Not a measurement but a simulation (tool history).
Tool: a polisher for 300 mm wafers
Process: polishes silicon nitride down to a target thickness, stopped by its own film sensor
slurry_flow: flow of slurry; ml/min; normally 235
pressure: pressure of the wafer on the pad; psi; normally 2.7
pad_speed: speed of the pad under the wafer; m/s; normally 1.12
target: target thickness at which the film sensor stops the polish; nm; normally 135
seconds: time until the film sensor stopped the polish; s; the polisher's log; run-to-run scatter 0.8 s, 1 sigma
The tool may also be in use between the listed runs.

run   hour  slurry_flow  pressure  pad_speed  target  incoming thickness of the incoming film, nm  seconds
  1      0          235       2.7       1.12     135                                        249.8       92
  2   19.8          235       2.7       1.12     135                                        250.4     91.6
  3   32.4          235       2.7       1.12     158                                        250.6     72.2
  4   68.2          235       2.7       1.12     158                                        251.7     74.6
  5   83.9          235       2.7       1.12     135                                        253.6     94.3
  6  116.1          285       2.7       1.12     127                                        249.7     95.5
  7  142.1          285       2.7       1.12     127                                        251.9     97.6
  8  176.2          285       2.7       1.12     127                                        247.2     93.9
  9  198.6          255       1.9       0.78     121                                        245.8    167.6
 10    221          200       1.9       1.24     117                                        245.1      134
 11  239.1          235       1.8       0.86     171                                        250.3    107.7
 12  263.1          235       2.7       1.12     135                                        252.8     91.1
 13  284.2          235       2.7       1.12     135                                        249.1     88.4
 14    316          235       2.7       1.12     119                                        250.5    101.2
 15    328          175       3.3       0.82     120                                        248.4    100.3
 16  408.4          210       2.7        1.4     150                                        252.1     70.7

Not shown: 5 entries that the log had between the listed runs. Between which runs, and how does the tool's hidden state differ before and after?
Between runs 1 and 2: worn pad replaced by a new one (hour 19.3)
  slurry flow missing at the pad, %: 39.8 -> 40.7
  the result without the hidden state subtracted from the measured one, seconds: +4 -> +4.1 s
Between runs 7 and 8: worn pad replaced by a new one (hour 167.8)
  slurry flow missing at the pad, %: 44.4 -> 45
  the result without the hidden state subtracted from the measured one, seconds: +4.4 -> +4.3 s
Between runs 8 and 9: slurry nozzle cleaned (hour 192.9)
  slurry flow missing at the pad, %: 45 -> 2.92
  the result without the hidden state subtracted from the measured one, seconds: +4.3 -> +0.4 s
Between runs 14 and 15: head pressure recalibrated (hour 322.1)
  slurry flow missing at the pad, %: 24.5 -> 25.9
  the result without the hidden state subtracted from the measured one, seconds: +2.4 -> +3 s
Between runs 15 and 16: worn pad replaced by a new one (hour 339.6)
  slurry flow missing at the pad, %: 25.9 -> 33.1
  the result without the hidden state subtracted from the measured one, seconds: +3 -> +2.6 s
